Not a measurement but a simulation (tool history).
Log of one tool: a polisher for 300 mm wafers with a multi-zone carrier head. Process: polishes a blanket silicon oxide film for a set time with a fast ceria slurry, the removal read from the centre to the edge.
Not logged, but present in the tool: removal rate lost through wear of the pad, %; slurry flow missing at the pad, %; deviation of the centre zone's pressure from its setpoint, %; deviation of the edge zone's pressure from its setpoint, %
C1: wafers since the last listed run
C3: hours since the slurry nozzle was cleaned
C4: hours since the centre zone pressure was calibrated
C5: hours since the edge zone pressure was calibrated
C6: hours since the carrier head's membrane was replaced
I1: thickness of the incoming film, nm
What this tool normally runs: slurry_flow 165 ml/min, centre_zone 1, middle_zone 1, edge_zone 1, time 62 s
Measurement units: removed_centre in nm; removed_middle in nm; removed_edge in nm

run 1 hour=0 | slurry_flow=165 centre_zone=1 middle_zone=1 edge_zone=1 time=62 | C1=0 wafers_polished_on_this_pad=61 C3=376.7 C4=874.7 C5=641.5 C6=865 | I1=2093.9 | removed_centre=621.8 removed_middle=619.7 removed_edge=637.7
run 2 hour=8.5 | slurry_flow=165 centre_zone=1 middle_zone=1 edge_zone=1 time=62 | C1=63 wafers_polished_on_this_pad=125 C3=385.2 C4=883.2 C5=650 C6=873.5 | I1=2080.9 | removed_centre=608.8 removed_middle=615.1 removed_edge=640.2
run 3 hour=22.8 | slurry_flow=165 centre_zone=1 middle_zone=1 edge_zone=1 time=62 | C1=107 wafers_polished_on_this_pad=232 C3=399.5 C4=897.5 C5=664.3 C6=887.8 | I1=2099.4 | removed_centre=622.3 removed_middle=618.6 removed_edge=625.5
-- hour=44.1 carrier head's membrane replaced by a new one
run 4 hour=44.6 | slurry_flow=165 centre_zone=1 middle_zone=1 edge_zone=1 time=62 | C1=126 wafers_polished_on_this_pad=359 C3=421.3 C4=919.3 C5=686.1 C6=0.5 | I1=2100.4 | removed_centre=605.5 removed_middle=619 removed_edge=627.7
run 5 hour=54.9 | slurry_flow=165 centre_zone=1 middle_zone=1 edge_zone=1 time=62 | C1=77 wafers_polished_on_this_pad=436 C3=431.6 C4=929.6 C5=696.4 C6=10.8 | I1=2092.2 | removed_centre=616 removed_middle=615.6 removed_edge=625.2
run 6 hour=63.5 | slurry_flow=185 centre_zone=1 middle_zone=1 edge_zone=1 time=62 | C1=64 wafers_polished_on_this_pad=501 C3=440.2 C4=938.2 C5=705 C6=19.4 | I1=2076.5 | removed_centre=627.6 removed_middle=635.2 removed_edge=626.8
run 7 hour=71.1 | slurry_flow=190 centre_zone=0.96 middle_zone=1 edge_zone=0.89 time=62 | C1=57 wafers_polished_on_this_pad=558 C3=447.8 C4=945.8 C5=712.6 C6=27 | I1=2074.2 | removed_centre=600.4 removed_middle=632.4 removed_edge=604.9
run 8 hour=82.6 | slurry_flow=165 centre_zone=0.97 middle_zone=0.94 edge_zone=0.96 time=44 | C1=86 wafers_polished_on_this_pad=644 C3=459.3 C4=957.3 C5=724.1 C6=38.5 | I1=2064 | removed_centre=418.1 removed_middle=419.7 removed_edge=438.2
run 9 hour=91.5 | slurry_flow=165 centre_zone=1.06 middle_zone=1 edge_zone=1 time=62 | C1=66 wafers_polished_on_this_pad=711 C3=468.2 C4=966.2 C5=733 C6=47.4 | I1=2082.5 | removed_centre=661.2 removed_middle=617.6 removed_edge=627.9
run 10 hour=98.6 | slurry_flow=210 centre_zone=1 middle_zone=1 edge_zone=1 time=78 | C1=53 wafers_polished_on_this_pad=764 C3=475.3 C4=973.3 C5=740.1 C6=54.5 | I1=2077.8 | removed_centre=797.4 removed_middle=813.4 removed_edge=804.7
-- hour=111 centre zone pressure recalibrated
run 11 hour=115.2 | slurry_flow=140 centre_zone=1 middle_zone=1 edge_zone=1.06 time=62 | C1=109 wafers_polished_on_this_pad=874 C3=491.9 C4=4.2 C5=756.7 C6=71.1 | I1=2055.7 | removed_centre=587.8 removed_middle=605.6 removed_edge=629.1
-- hour=124.4 worn pad replaced by a new one
run 12 hour=124.9 | slurry_flow=165 centre_zone=1.1 middle_zone=0.95 edge_zone=1.1 time=62 | C1=42 wafers_polished_on_this_pad=3 C3=501.6 C4=13.9 C5=766.4 C6=80.8 | I1=2088.3 | removed_centre=685.7 removed_middle=591.8 removed_edge=653.4
-- hour=140.8 edge zone pressure recalibrated
run 13 hour=169 | slurry_flow=165 centre_zone=1 middle_zone=1 edge_zone=1 time=62 | C1=316 wafers_polished_on_this_pad=319 C3=545.7 C4=58 C5=28.2 C6=124.9 | I1=2093.5 | removed_centre=609.3 removed_middle=620.8 removed_edge=633.9
-- hour=175.1 slurry nozzle cleaned
run 14 hour=183.3 | slurry_flow=205 centre_zone=0.89 middle_zone=1 edge_zone=1.11 time=62 | C1=99 wafers_polished_on_this_pad=419 C3=8.2 C4=72.3 C5=42.5 C6=139.2 | I1=2093.1 | removed_centre=563 removed_middle=640.3 removed_edge=649.8
run 15 hour=191.4 | slurry_flow=185 centre_zone=1 middle_zone=1 edge_zone=1 time=52 | C1=60 wafers_polished_on_this_pad=480 C3=16.3 C4=80.4 C5=50.6 C6=147.3 | I1=2057.4 | removed_centre=510.2 removed_middle=527.6 removed_edge=517.9
run 16 hour=198.3 | slurry_flow=210 centre_zone=1 middle_zone=0.88 edge_zone=0.88 time=62 | C1=51 wafers_polished_on_this_pad=532 C3=23.2 C4=87.3 C5=57.5 C6=154.2 | I1=2072 | removed_centre=635 removed_middle=576.4 removed_edge=617.6
run 17 hour=211.3 | slurry_flow=165 centre_zone=1 middle_zone=1 edge_zone=1 time=62 | C1=97 wafers_polished_on_this_pad=630 C3=36.2 C4=100.3 C5=70.5 C6=167.2 | I1=2071 | removed_centre=602.9 removed_middle=621 removed_edge=611.4
run 18 hour=223 | slurry_flow=165 centre_zone=0.96 middle_zone=1 edge_zone=1.11 time=62 | C1=87 wafers_polished_on_this_pad=718 C3=47.9 C4=112 C5=82.2 C6=178.9 | I1=2111.3 | removed_centre=584.5 removed_middle=614.1 removed_edge=643.6
run 19 hour=237.3 | slurry_flow=165 centre_zone=1 middle_zone=1 edge_zone=1 time=51 | C1=107 wafers_polished_on_this_pad=825 C3=62.2 C4=126.3 C5=96.5 C6=193.2 | I1=2047.7 | removed_centre=502.1 removed_middle=510 removed_edge=502.5
-- hour=249.9 worn pad replaced by a new one
run 20 hour=250.4 | slurry_flow=135 centre_zone=0.93 middle_zone=1 edge_zone=1 time=48 | C1=68 wafers_polished_on_this_pad=3 C3=75.3 C4=139.4 C5=109.6 C6=206.3 | I1=2075.9 | removed_centre=414.1 removed_middle=455.9 removed_edge=461.5
run 21 hour=262.2 | slurry_flow=125 centre_zone=1.11 middle_zone=1 edge_zone=1.05 time=54 | C1=88 wafers_polished_on_this_pad=92 C3=87.1 C4=151.2 C5=121.4 C6=218.1 | I1=2064.8 | removed_centre=548.3 removed_middle=507 removed_edge=532
run 22 hour=273.8 | slurry_flow=165 centre_zone=1 middle_zone=1 edge_zone=1 time=62 | C1=87 wafers_polished_on_this_pad=179 C3=98.7 C4=162.8 C5=133 C6=229.7 | I1=2035.6 | removed_centre=616.5 removed_middle=618 removed_edge=616.1

Consider 4 possible next runs. They are alternatives, not a sequence: every one starts from the tool as it was left by run 22. What does each give?
run A hour=274.2 | slurry_flow=165 centre_zone=1 middle_zone=1.12 edge_zone=1 time=62 | C1=3 wafers_polished_on_this_pad=182 C3=99.1 C4=163.2 C5=133.4 C6=230.1 | I1=2112.6 | removed_centre=? removed_middle=? removed_edge=?
run B hour=274.2 | slurry_flow=165 centre_zone=0.97 middle_zone=1 edge_zone=1 time=62 | C1=3 wafers_polished_on_this_pad=182 C3=99.1 C4=163.2 C5=133.4 C6=230.1 | I1=2112.6 | removed_centre=? removed_middle=? removed_edge=?
run C hour=274.2 | slurry_flow=165 centre_zone=0.91 middle_zone=1 edge_zone=1.08 time=62 | C1=3 wafers_polished_on_this_pad=182 C3=99.1 C4=163.2 C5=133.4 C6=230.1 | I1=2112.6 | removed_centre=? removed_middle=? removed_edge=?
run D hour=274.2 | slurry_flow=205 centre_zone=1 middle_zone=1 edge_zone=1 time=62 | C1=3 wafers_polished_on_this_pad=182 C3=99.1 C4=163.2 C5=133.4 C6=230.1 | I1=2112.6 | removed_centre=? removed_middle=? removed_edge=?

run=A removed_centre=609.3 removed_middle=681.1 removed_edge=609.7
run=B removed_centre=590.4 removed_middle=618.6 removed_edge=610.6
run=C removed_centre=553.6 removed_middle=618.7 removed_edge=632.1
run=D removed_centre=634.3 removed_middle=641.5 removed_edge=627.3
The same runs, with their run-to-run variation unchanged, on a tool lacking any hidden condition would have given:
run=A removed_centre=609.3 removed_middle=681.1 removed_edge=609.7
run=B removed_centre=590.4 removed_middle=618.6 removed_edge=610.6
run=C removed_centre=553.6 removed_middle=618.7 removed_edge=632.1
run=D removed_centre=634.3 removed_middle=641.5 removed_edge=627.3
